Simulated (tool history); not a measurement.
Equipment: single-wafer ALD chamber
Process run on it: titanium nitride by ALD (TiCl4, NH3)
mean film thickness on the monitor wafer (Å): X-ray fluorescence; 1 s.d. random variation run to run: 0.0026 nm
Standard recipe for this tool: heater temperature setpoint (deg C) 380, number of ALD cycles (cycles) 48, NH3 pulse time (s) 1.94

| run | hour | heater temperature setpoint (deg C) | number of ALD cycles (cycles) | NH3 pulse time (s) | wafers since the last listed run | hours since the last thermocouple change | hours since the showerhead was replaced | hours since the gauge calibration | read-back reference wafer on the same gauge, thickness_nm | mean film thickness on the monitor wafer (Å) |
|---|---|---|---|---|---|---|---|---|---|---|
| 1 | 0 | 380 | 48 | 1.94 | 0 | 526.5 | 2922 | 491.3 | 1.135 | 10.33 |
| 2 | 86 | 380 | 48 | 1.94 | 551 | 612.5 | 3008 | 577.3 | 1.135 | 10.35 |
| 3 | 184.9 | 380 | 48 | 1.94 | 634 | 711.4 | 3106.9 | 676.2 | 1.135 | 10.37 |
| 4 | 283.3 | 380 | 48 | 1.94 | 630 | 809.8 | 3205.3 | 774.6 | 1.136 | 10.38 |
| 5 | 369.2 | 380 | 48 | 1.94 | 550 | 895.7 | 3291.2 | 860.5 | 1.138 | 10.39 |
| 6 | 465 | 380 | 48 | 1.94 | 614 | 991.5 | 3387 | 956.3 | 1.139 | 10.38 |
| 7 | 532.2 | 380 | 48 | 1.94 | 430 | 1058.7 | 3454.2 | 1023.5 | 1.14 | 10.33 |
| 8 | 589 | 380 | 48 | 1.94 | 364 | 1115.5 | 3511 | 1080.3 | 1.14 | 10.39 |
| 9 | 663.6 | 380 | 48 | 1.94 | 478 | 1190.1 | 3585.6 | 1154.9 | 1.141 | 10.43 |
| 10 | 752.5 | 380 | 48 | 1.94 | 570 | 1279 | 3674.5 | 1243.8 | 1.14 | 10.41 |
| 11 | 830.2 | 380 | 48 | 1.94 | 498 | 1356.7 | 3752.2 | 1321.5 | 1.141 | 10.41 |
| 12 | 927.9 | 380 | 48 | 1.94 | 626 | 1454.4 | 3849.9 | 1419.2 | 1.143 | 10.43 |
| 13 | 988.9 | 380 | 51 | 1.94 | 391 | 1515.4 | 3910.9 | 1480.2 | 1.143 | 11.1 |
|  | 1022.9 | thermocouple changed; heater temperature recalibrated |
|  | 1033.3 | gauge calibrated |
|  | 1034.1 | showerhead replaced |
| 14 | 1056.6 | 365 | 39 | 1.94 | 331 | 33.7 | 22.5 | 23.3 | 1.13 | 8.17 |
| 15 | 1101.1 | 375 | 48 | 2.46 | 285 | 78.2 | 67 | 67.8 | 1.131 | 10.43 |
| 16 | 1173.8 | 391 | 48 | 1.94 | 466 | 150.9 | 139.7 | 140.5 | 1.131 | 10.46 |
| 17 | 1247.7 | 367 | 43 | 2.43 | 473 | 224.8 | 213.6 | 214.4 | 1.131 | 9.29 |
| 18 | 1330.8 | 380 | 39 | 1.94 | 532 | 307.9 | 296.7 | 297.5 | 1.133 | 8.42 |
| 19 | 1429.6 | 366 | 40 | 2.51 | 633 | 406.7 | 395.5 | 396.3 | 1.135 | 8.61 |
| 20 | 1498 | 386 | 48 | 1.94 | 438 | 475.1 | 463.9 | 464.7 | 1.135 | 10.4 |
| 21 | 1542.3 | 380 | 48 | 1.94 | 284 | 519.4 | 508.2 | 509 | 1.135 | 10.37 |

Here are 4 independent what-if runs from the current tool condition. What would each one return?
| A | 1542.8 | 380 | 48 | 1.94 | 3 | 519.9 | 508.7 | 509.5 | ? | ? |
| B | 1542.8 | 380 | 48 | 1.34 | 3 | 519.9 | 508.7 | 509.5 | ? | ? |
| C | 1542.8 | 388 | 50 | 1.74 | 3 | 519.9 | 508.7 | 509.5 | ? | ? |
| D | 1542.8 | 375 | 41 | 1.6 | 3 | 519.9 | 508.7 | 509.5 | ? | ? |

| run | read-back reference wafer on the same gauge, thickness_nm | mean film thickness on the monitor wafer (Å) |
|---|---|---|
| A | 1.135 | 10.39 |
| B | 1.135 | 9.9 |
| C | 1.135 | 10.81 |
| D | 1.135 | 8.62 |
The same runs, with their run-to-run variation unchanged, on a tool lacking any hidden condition would have given:
| run | mean film thickness on the monitor wafer (Å) |
|---|---|
| A | 10.34 |
| B | 9.85 |
| C | 10.76 |
| D | 8.57 |

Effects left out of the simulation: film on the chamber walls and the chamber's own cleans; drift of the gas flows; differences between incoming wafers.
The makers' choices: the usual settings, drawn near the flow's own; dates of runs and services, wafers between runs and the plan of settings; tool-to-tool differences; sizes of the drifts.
